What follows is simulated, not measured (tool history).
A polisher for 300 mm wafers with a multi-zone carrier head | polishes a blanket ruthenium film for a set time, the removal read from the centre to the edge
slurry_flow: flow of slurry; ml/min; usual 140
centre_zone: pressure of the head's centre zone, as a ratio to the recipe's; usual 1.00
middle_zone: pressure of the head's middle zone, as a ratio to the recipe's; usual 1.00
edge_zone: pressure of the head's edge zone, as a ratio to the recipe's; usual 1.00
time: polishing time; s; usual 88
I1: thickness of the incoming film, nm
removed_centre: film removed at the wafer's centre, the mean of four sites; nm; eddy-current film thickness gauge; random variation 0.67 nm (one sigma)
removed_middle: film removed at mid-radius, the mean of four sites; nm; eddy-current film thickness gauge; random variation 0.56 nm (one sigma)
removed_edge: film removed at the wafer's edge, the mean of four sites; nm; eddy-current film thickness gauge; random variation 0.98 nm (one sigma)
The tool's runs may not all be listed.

Run 1, hour 0.0: usual settings but centre_zone 0.95; I1 431.6. Result: removed_centre 62.3 nm, removed_middle 68.1 nm, removed_edge 65.8 nm.
Run 2, hour 17.5: usual settings but centre_zone 0.97; I1 426.5. Result: removed_centre 64.9 nm, removed_middle 66.2 nm, removed_edge 65.1 nm.
Run 3, hour 31.3: usual settings but centre_zone 0.97; I1 427.0. Result: removed_centre 65.1 nm, removed_middle 66.8 nm, removed_edge 66.6 nm.
Run 4, hour 58.2: usual settings but slurry_flow 170 ml/min; I1 434.4. Result: removed_centre 70.1 nm, removed_middle 69.1 nm, removed_edge 68.8 nm.
At hour 75.0: worn pad replaced by a new one.
Run 5, hour 90.4: usual settings but slurry_flow 170 ml/min; I1 434.4. Result: removed_centre 70.6 nm, removed_middle 69.8 nm, removed_edge 69.9 nm.
Run 6, hour 114.5: usual settings but middle_zone 1.05; I1 435.5. Result: removed_centre 66.6 nm, removed_middle 69.9 nm, removed_edge 65.9 nm.
At hour 127.0: edge zone pressure recalibrated.
Run 7, hour 136.8: usual settings but slurry_flow 115 ml/min, time 76 s; I1 421.3. Result: removed_centre 55.2 nm, removed_middle 54.9 nm, removed_edge 56.3 nm.
Run 8, hour 163.9: usual settings but edge_zone 1.03; I1 428.8. Result: removed_centre 66.9 nm, removed_middle 67.4 nm, removed_edge 68.3 nm.
Run 9, hour 184.4: usual settings but edge_zone 0.89, time 111 s; I1 429.8. Result: removed_centre 84.9 nm, removed_middle 86.1 nm, removed_edge 79.6 nm.
At hour 204.7: carrier head's membrane replaced by a new one.
Run 10, hour 205.2: usual settings but middle_zone 0.97, edge_zone 0.95, time 107 s; I1 429.7. Result: removed_centre 81.4 nm, removed_middle 79.5 nm, removed_edge 81.7 nm.
At hour 213.4: worn pad replaced by a new one.
At hour 253.6: slurry nozzle cleaned.
Run 11, hour 259.8: usual settings but middle_zone 1.07, edge_zone 1.07; I1 431.4. Result: removed_centre 67.2 nm, removed_middle 71.1 nm, removed_edge 68.1 nm.
Run 12, hour 274.0: usual settings; I1 433.1. Result: removed_centre 66.6 nm, removed_middle 67.0 nm, removed_edge 64.3 nm.
Run 13, hour 305.4: usual settings but centre_zone 0.93, edge_zone 1.07, time 101 s; I1 426.8. Result: removed_centre 71.9 nm, removed_middle 77.1 nm, removed_edge 79.4 nm.
Run 14, hour 328.1: usual settings but centre_zone 0.97, edge_zone 1.09; I1 432.8. Result: removed_centre 65.1 nm, removed_middle 67.4 nm, removed_edge 68.3 nm.
At hour 332.4: centre zone pressure recalibrated.
At hour 360.3: worn pad replaced by a new one.
Run 15, hour 361.8: usual settings but centre_zone 0.94, time 100 s; I1 428.2. Result: removed_centre 72.2 nm, removed_middle 75.8 nm, removed_edge 74.4 nm.
Run 16, hour 393.5: usual settings but slurry_flow 125 ml/min, middle_zone 0.93; I1 425.5. Result: removed_centre 65.4 nm, removed_middle 61.5 nm, removed_edge 65.8 nm.
Run 17, hour 408.4: usual settings; I1 434.4. Result: removed_centre 67.2 nm, removed_middle 67.2 nm, removed_edge 65.8 nm.
Run 18, hour 436.9: usual settings but time 117 s; I1 435.0. Result: removed_centre 90.0 nm, removed_middle 88.6 nm, removed_edge 85.7 nm.
Run 19, hour 451.9: usual settings but slurry_flow 105 ml/min, middle_zone 1.09, edge_zone 1.11, time 118 s; I1 432.8. Result: removed_centre 81.1 nm, removed_middle 89.8 nm, removed_edge 89.7 nm.
Run 20, hour 465.0: usual settings but centre_zone 0.97; I1 435.4. Result: removed_centre 64.5 nm, removed_middle 66.2 nm, removed_edge 66.0 nm.
At hour 468.2: edge zone pressure recalibrated.
Run 21, hour 499.5: usual settings but edge_zone 0.94; I1 427.4. Result: removed_centre 67.0 nm, removed_middle 66.3 nm, removed_edge 62.1 nm.
Run 22, hour 514.3: usual settings but slurry_flow 110 ml/min, centre_zone 1.08, middle_zone 1.06, edge_zone 1.10; I1 434.0. Result: removed_centre 69.1 nm, removed_middle 65.8 nm, removed_edge 67.5 nm.

What the log doesn't show, run by run:
removal rate lost through wear of the pad, %: 0 in every run
slurry flow missing at the pad, %: 0 in every run
deviation of the centre zone's pressure from its setpoint, %: 0 in every run
deviation of the edge zone's pressure from its setpoint, %: 0 in every run

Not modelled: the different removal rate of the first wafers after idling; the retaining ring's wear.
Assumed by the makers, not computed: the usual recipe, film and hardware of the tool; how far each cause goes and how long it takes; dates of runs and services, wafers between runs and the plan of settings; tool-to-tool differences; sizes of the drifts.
